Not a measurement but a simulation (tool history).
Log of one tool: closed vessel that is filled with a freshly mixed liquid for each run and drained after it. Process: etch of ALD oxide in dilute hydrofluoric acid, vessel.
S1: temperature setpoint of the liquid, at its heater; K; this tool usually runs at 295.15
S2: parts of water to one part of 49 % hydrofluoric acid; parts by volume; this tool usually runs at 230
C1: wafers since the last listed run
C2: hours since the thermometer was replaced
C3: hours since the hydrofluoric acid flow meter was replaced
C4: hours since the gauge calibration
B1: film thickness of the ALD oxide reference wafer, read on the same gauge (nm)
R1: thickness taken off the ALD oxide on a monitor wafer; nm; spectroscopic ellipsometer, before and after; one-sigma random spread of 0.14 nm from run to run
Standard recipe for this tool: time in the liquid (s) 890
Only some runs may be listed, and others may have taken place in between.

run 1 day=0 | S1=295.15 S2=230 time_in_the_liquid_(s)=890 | C1=0 C2=552.1 C3=182.3 C4=1681.6 | B1=139.98 | R1=40.7
-- day=5.021 thermometer replaced
run 2 day=11.996 | S1=295.15 S2=230 time_in_the_liquid_(s)=890 | C1=16445 C2=167.4 C3=470.2 C4=1969.5 | B1=139.95 | R1=40.17
run 3 day=16.471 | S1=295.15 S2=230 time_in_the_liquid_(s)=890 | C1=6156 C2=274.8 C3=577.6 C4=2076.9 | B1=140.01 | R1=40.4
run 4 day=19.404 | S1=293.65 S2=230 time_in_the_liquid_(s)=1035 | C1=4035 C2=345.2 C3=648 C4=2147.3 | B1=140.03 | R1=44.37
run 5 day=26.917 | S1=293.65 S2=230 time_in_the_liquid_(s)=1035 | C1=10334 C2=525.5 C3=828.3 C4=2327.6 | B1=139.98 | R1=44.15
-- day=29.654 thermometer replaced
run 6 day=31.404 | S1=297.15 S2=230 time_in_the_liquid_(s)=890 | C1=6116 C2=42 C3=936 C4=2435.3 | B1=140.01 | R1=43.04
run 7 day=33.912 | S1=297.15 S2=230 time_in_the_liquid_(s)=890 | C1=3450 C2=102.2 C3=996.2 C4=2495.5 | B1=139.98 | R1=43.1
run 8 day=36.912 | S1=295.15 S2=230 time_in_the_liquid_(s)=890 | C1=4127 C2=174.2 C3=1068.2 C4=2567.5 | B1=140.01 | R1=40.04
run 9 day=40.329 | S1=295.15 S2=230 time_in_the_liquid_(s)=890 | C1=4700 C2=256.2 C3=1150.2 C4=2649.5 | B1=140.02 | R1=39.91
run 10 day=42.092 | S1=295.15 S2=285 time_in_the_liquid_(s)=890 | C1=2424 C2=298.5 C3=1192.5 C4=2691.8 | B1=139.97 | R1=30.37
run 11 day=43.996 | S1=295.15 S2=285 time_in_the_liquid_(s)=890 | C1=2619 C2=344.2 C3=1238.2 C4=2737.5 | B1=140 | R1=30.54
run 12 day=45.9 | S1=295.15 S2=285 time_in_the_liquid_(s)=890 | C1=2619 C2=389.9 C3=1283.9 C4=2783.2 | B1=140.02 | R1=30.43
run 13 day=48.504 | S1=295.15 S2=230 time_in_the_liquid_(s)=890 | C1=3582 C2=452.4 C3=1346.4 C4=2845.7 | B1=140.01 | R1=39.68
run 14 day=50.779 | S1=295.15 S2=230 time_in_the_liquid_(s)=890 | C1=3129 C2=507 C3=1401 C4=2900.3 | B1=139.97 | R1=39.99
-- day=52.288 gauge calibrated
run 15 day=52.858 | S1=295.15 S2=230 time_in_the_liquid_(s)=890 | C1=2860 C2=556.9 C3=1450.9 C4=13.7 | B1=139.97 | R1=39.89
run 16 day=54.633 | S1=295.15 S2=230 time_in_the_liquid_(s)=890 | C1=2441 C2=599.5 C3=1493.5 C4=56.3 | B1=140.01 | R1=39.89
run 17 day=56.733 | S1=295.15 S2=180 time_in_the_liquid_(s)=890 | C1=2888 C2=649.9 C3=1543.9 C4=106.7 | B1=139.99 | R1=53.56
-- day=59.246 thermometer replaced
run 18 day=60.508 | S1=295.15 S2=230 time_in_the_liquid_(s)=890 | C1=5135 C2=30.3 C3=1634.5 C4=197.3 | B1=139.98 | R1=39.71
run 19 day=64.829 | S1=295.15 S2=165 time_in_the_liquid_(s)=1040 | C1=5944 C2=134 C3=1738.2 C4=301 | B1=139.98 | R1=69.36
run 20 day=67.975 | S1=295.15 S2=230 time_in_the_liquid_(s)=890 | C1=4327 C2=209.5 C3=1813.7 C4=376.5 | B1=140 | R1=39.92
run 21 day=71.621 | S1=297.65 S2=340 time_in_the_liquid_(s)=890 | C1=5015 C2=297 C3=1901.2 C4=464 | B1=140.02 | R1=26.28
run 22 day=74.362 | S1=295.15 S2=120 time_in_the_liquid_(s)=890 | C1=3771 C2=362.8 C3=1967 C4=529.8 | B1=140 | R1=84.86
run 23 day=76.808 | S1=295.15 S2=230 time_in_the_liquid_(s)=890 | C1=3364 C2=421.5 C3=2025.7 C4=588.5 | B1=140.01 | R1=39.37
run 24 day=80.179 | S1=295.15 S2=230 time_in_the_liquid_(s)=890 | C1=4637 C2=502.4 C3=2106.6 C4=669.4 | B1=139.97 | R1=39.58
run 25 day=82.029 | S1=295.15 S2=230 time_in_the_liquid_(s)=890 | C1=2545 C2=546.8 C3=2151 C4=713.8 | B1=139.98 | R1=39.49
run 26 day=87.054 | S1=293.65 S2=145 time_in_the_liquid_(s)=370 | C1=6912 C2=667.4 C3=2271.6 C4=834.4 | B1=140.05 | R1=26.73
-- day=87.712 thermometer replaced
run 27 day=91.546 | S1=295.15 S2=230 time_in_the_liquid_(s)=715 | C1=6121 C2=92 C3=2379.4 C4=942.2 | B1=139.98 | R1=31.51
-- day=93.096 hydrofluoric acid flow meter replaced
run 28 day=94.588 | S1=290.65 S2=230 time_in_the_liquid_(s)=890 | C1=4127 C2=165 C3=35.8 C4=1015.2 | B1=140.03 | R1=34.71
run 29 day=97.1 | S1=292.15 S2=150 time_in_the_liquid_(s)=1095 | C1=3456 C2=225.3 C3=96.1 C4=1075.5 | B1=140 | R1=74.46
run 30 day=101.554 | S1=297.15 S2=230 time_in_the_liquid_(s)=890 | C1=6127 C2=332.2 C3=203 C4=1182.4 | B1=140 | R1=43.8
run 31 day=104.658 | S1=292.15 S2=150 time_in_the_liquid_(s)=1115 | C1=4270 C2=406.7 C3=277.5 C4=1256.9 | B1=140.01 | R1=75.2
run 32 day=117.192 | S1=291.15 S2=230 time_in_the_liquid_(s)=890 | C1=17241 C2=707.5 C3=578.3 C4=1557.7 | B1=140.06 | R1=34.88
-- day=118.246 thermometer replaced
run 33 day=120.362 | S1=299.15 S2=130 time_in_the_liquid_(s)=730 | C1=4304 C2=50.8 C3=654.4 C4=1633.8 | B1=140.02 | R1=76.14
run 34 day=122.879 | S1=295.15 S2=190 time_in_the_liquid_(s)=890 | C1=3462 C2=111.2 C3=714.8 C4=1694.2 | B1=140.01 | R1=50.93

Alternative continuations, all from the tool just after run 34; predict every row:
run A day=122.917 | S1=295.15 S2=230 time_in_the_liquid_(s)=1155 | C1=51 C2=112.1 C3=715.7 C4=1695.1 | B1=? | R1=?
run B day=122.917 | S1=291.15 S2=130 time_in_the_liquid_(s)=890 | C1=51 C2=112.1 C3=715.7 C4=1695.1 | B1=? | R1=?
run C day=122.917 | S1=291.65 S2=120 time_in_the_liquid_(s)=710 | C1=51 C2=112.1 C3=715.7 C4=1695.1 | B1=? | R1=?
run D day=122.917 | S1=299.65 S2=230 time_in_the_liquid_(s)=575 | C1=51 C2=112.1 C3=715.7 C4=1695.1 | B1=? | R1=?

run=A B1=139.96 R1=51.99
run=B B1=139.96 R1=67.09
run=C B1=139.96 R1=59.81
run=D B1=139.96 R1=30.45
Without the tool's unlogged condition, the same runs would have read:
run=A R1=52.61
run=B R1=67.83
run=C R1=60.46
run=D R1=30.82

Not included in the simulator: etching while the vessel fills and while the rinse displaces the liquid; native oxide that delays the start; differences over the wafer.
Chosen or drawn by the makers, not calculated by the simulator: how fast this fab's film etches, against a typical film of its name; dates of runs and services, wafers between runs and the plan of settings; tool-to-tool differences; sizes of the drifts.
